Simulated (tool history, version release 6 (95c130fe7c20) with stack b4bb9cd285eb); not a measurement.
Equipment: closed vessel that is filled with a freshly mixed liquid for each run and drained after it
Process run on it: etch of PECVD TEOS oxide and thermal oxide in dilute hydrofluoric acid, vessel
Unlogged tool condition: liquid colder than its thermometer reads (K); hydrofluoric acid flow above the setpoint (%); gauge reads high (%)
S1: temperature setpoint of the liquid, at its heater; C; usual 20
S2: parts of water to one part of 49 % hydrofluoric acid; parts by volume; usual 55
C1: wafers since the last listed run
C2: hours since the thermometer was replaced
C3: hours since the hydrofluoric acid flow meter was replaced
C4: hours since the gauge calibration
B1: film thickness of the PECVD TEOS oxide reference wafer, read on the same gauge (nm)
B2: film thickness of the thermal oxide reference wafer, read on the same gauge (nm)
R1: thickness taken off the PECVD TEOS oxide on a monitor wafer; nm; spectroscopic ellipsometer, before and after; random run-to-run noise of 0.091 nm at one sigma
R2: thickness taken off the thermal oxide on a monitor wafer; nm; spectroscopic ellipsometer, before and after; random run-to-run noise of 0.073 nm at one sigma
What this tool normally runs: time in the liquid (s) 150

Run 1, hour 0: usual settings but time in the liquid (s) 195; C1 0; C2 3331.9; C3 974; C4 87.4; B1 60.03; B2 30.01. Result: R1 56.41 nm, R2 13.57 nm.
Run 2, hour 11.8: usual settings; C1 1355; C2 3343.7; C3 985.8; C4 99.2; B1 60.01; B2 29.97. Result: R1 43.36 nm, R2 10.49 nm.
Run 3, hour 18.3: usual settings; C1 746; C2 3350.2; C3 992.3; C4 105.7; B1 60.02; B2 30. Result: R1 43.58 nm, R2 10.56 nm.
Run 4, hour 36: usual settings; C1 2033; C2 3367.9; C3 1010; C4 123.4; B1 60; B2 30. Result: R1 43.7 nm, R2 10.39 nm.
Run 5, hour 49.9: usual settings but S1 21.5 C; C1 1597; C2 3381.8; C3 1023.9; C4 137.3; B1 59.99; B2 29.98. Result: R1 46.74 nm, R2 11.11 nm.
Run 6, hour 57.7: usual settings; C1 896; C2 3389.6; C3 1031.7; C4 145.1; B1 60; B2 30.02. Result: R1 43.63 nm, R2 10.54 nm.
Run 7, hour 71.6: usual settings; C1 1597; C2 3403.5; C3 1045.6; C4 159; B1 60; B2 30.01. Result: R1 43.74 nm, R2 10.41 nm.
Run 8, hour 94: usual settings but S1 21.5 C, S2 65 parts by volume, time in the liquid (s) 235; C1 2573; C2 3425.9; C3 1068; C4 181.4; B1 60.02; B2 29.97. Result: R1 61.13 nm, R2 14.58 nm.
At hour 99.3: thermometer replaced.
At hour 140.7: hydrofluoric acid flow meter replaced.
Run 9, hour 141.2: usual settings but S1 22.5 C, S2 85 parts by volume, time in the liquid (s) 65; C1 5193; C2 41.9; C3 0.5; C4 228.6; B1 59.99; B2 30. Result: R1 13.85 nm, R2 3.32 nm.
Run 10, hour 145.9: usual settings; C1 540; C2 46.6; C3 5.2; C4 233.3; B1 60.01; B2 30.03. Result: R1 46 nm, R2 11.03 nm.
At hour 156.7: gauge calibrated.
Run 11, hour 193.3: usual settings but S1 22.5 C, S2 85 parts by volume, time in the liquid (s) 65; C1 5446; C2 94; C3 52.6; C4 36.6; B1 59.98; B2 30.03. Result: R1 13.85 nm, R2 3.33 nm.
Run 12, hour 206.5: usual settings but S2 75 parts by volume, time in the liquid (s) 235; C1 1516; C2 107.2; C3 65.8; C4 49.8; B1 60; B2 30.02. Result: R1 51.8 nm, R2 12.33 nm.
Run 13, hour 220: usual settings but S1 21.5 C, S2 80 parts by volume, time in the liquid (s) 215; C1 1551; C2 120.7; C3 79.3; C4 63.3; B1 60.02; B2 30.05. Result: R1 47.1 nm, R2 11.23 nm.
Run 14, hour 235.5: usual settings but S1 17 C; C1 1781; C2 136.2; C3 94.8; C4 78.8; B1 60.01; B2 29.99. Result: R1 40.63 nm, R2 9.73 nm.
Run 15, hour 253.2: usual settings; C1 2033; C2 153.9; C3 112.5; C4 96.5; B1 59.99; B2 30. Result: R1 46.2 nm, R2 11.12 nm.

Same runs, no hidden state in the tool, same run-to-run variation:
run     R1     R2
  1  58.66  14.12
  2  45.06  10.91
  3  45.27  10.97
  4  45.37  10.79
  5  48.42  11.51
  6  45.25  10.93
  7  45.35  10.79
  8  63.07  15.04
  9  13.63   3.27
 10   45.3  10.86
 11  13.59   3.27
 12  50.82   12.1
 13  46.17  11.01
 14  39.86   9.55
 15  45.27  10.89

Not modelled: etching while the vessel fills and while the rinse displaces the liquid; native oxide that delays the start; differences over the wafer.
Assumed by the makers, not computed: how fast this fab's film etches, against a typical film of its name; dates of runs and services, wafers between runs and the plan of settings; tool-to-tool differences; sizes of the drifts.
